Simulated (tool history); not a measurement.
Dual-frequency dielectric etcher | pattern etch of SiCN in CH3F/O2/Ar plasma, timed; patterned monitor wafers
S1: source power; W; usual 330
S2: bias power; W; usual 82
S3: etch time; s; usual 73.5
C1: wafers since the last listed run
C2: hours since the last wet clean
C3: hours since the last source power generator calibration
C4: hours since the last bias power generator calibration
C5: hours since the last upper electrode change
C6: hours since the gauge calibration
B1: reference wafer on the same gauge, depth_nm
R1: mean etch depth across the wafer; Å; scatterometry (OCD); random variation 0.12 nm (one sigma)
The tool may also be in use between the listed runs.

run   hour   S1  S2    S3    C1     C2      C3      C4      C5     C6     B1     R1
  1      0  270  82  73.5     0    419  1972.9  3864.3  4227.8  311.1  28.52  234.8
  2   17.4  270  82  73.5   185  436.4  1990.3  3881.7  4245.2  328.5  28.54  234.3
  3   43.8  270  82  73.5   282  462.8  2016.7  3908.1  4271.6  354.9  28.54  234.9
  4     75  330  82  73.5   333    494  2047.9  3939.3  4302.8  386.1  28.48  249.3
     109.5  -- wet clean of the chamber
  5    110  330  82  73.5   117    0.5  2082.9  3974.3  4337.8  421.1  28.49  259.6
  6  113.3  330  82  73.5    35    3.8  2086.2  3977.6  4341.1  424.4   28.5  257.9
  7  146.1  330  82  73.5   350   36.6    2119  4010.4  4373.9  457.2   28.5  256.4
  8  168.8  330  82  73.5   242   59.3  2141.7  4033.1  4396.6  479.9  28.51    256
       250  -- upper electrode replaced
  9    253  330  82  73.5   643  143.5  2225.9  4117.3       3  564.1  28.46  257.1
     260.2  -- gauge calibrated
 10  265.7  330  82  73.5   135  156.2  2238.6    4130    15.7    5.5  28.45  254.3
 11  293.7  330  68  73.5   299  184.2  2266.6    4158    43.7   33.5  28.56  230.3
 12  322.3  330  68  73.5   305  212.8  2295.2  4186.6    72.3   62.1  28.53  229.4
 13  422.4  330  82  73.5  1069  312.9  2395.3  4286.7   172.4  162.2  28.43  252.6
     437.5  -- bias power generator calibrated
 14  440.7  350  82  73.5   152  331.2  2413.6     3.2   190.7  180.5  28.47  256.9
     462.9  -- source power generator calibrated
 15  473.4  330  82  73.5   306  363.9    10.5    35.9   223.4  213.2  28.54  251.8
 16  491.8  260  99  65.5   196  382.3    28.9    54.3   241.8  231.6  28.44  226.4
     550.7  -- wet clean of the chamber
 17  596.8  400  82  89.5   865   46.1   133.9   159.3   346.8  336.6  28.54  315.6
 18  615.3  330  82    82   197   64.6   152.4   177.8   365.3  355.1  28.46  267.9
 19  638.7  370  96  73.5   250     88   175.8   201.2   388.7  378.5  28.51  272.6
 20  657.7  390  70  81.5   203    107   194.8   220.2   407.7  397.5  28.46  262.7
 21  689.7  330  82  73.5   341    139   226.8   252.2   439.7  429.5  28.51  240.1
 22  704.3  350  92  73.5   155  153.6   241.4   266.8   454.3  444.1  28.51  261.4
       738  -- wet clean of the chamber, repeated, since the last time left the tool worse
 23  738.5  330  82  73.5   108    0.5   275.6     301   488.5  478.3  28.51  258.7
 24  755.7  280  63  80.5   183   17.7   292.8   318.2   505.7  495.5  28.51  231.3
 25  772.1  330  82  73.5   175   34.1   309.2   334.6   522.1  511.9  28.46  258.5
 26  786.8  280  82  73.5   157   48.8   323.9   349.3   536.8  526.6  28.57  244.4
 27  801.5  290  74    91   157   63.5   338.6     364   551.5  541.3  28.52  289.7

Forecast each of these 4 alternatives for the next run:
  A  801.9  330  82  73.5   4  63.9  339  364.4  551.9  541.7   ?   ?
  B  801.9  370  76    67   4  63.9  339  364.4  551.9  541.7   ?   ?
  C  801.9  350  89  52.5   4  63.9  339  364.4  551.9  541.7   ?   ?
  D  801.9  330  95  65.5   4  63.9  339  364.4  551.9  541.7   ?   ?

run     B1     R1
  A  28.45  256.6
  B  28.45    234
  C  28.45  195.3
  D  28.45  246.9
Without the tool's hidden state the same runs would have given:
run     R1
  A  256.9
  B  234.2
  C  195.5
  D  247.2
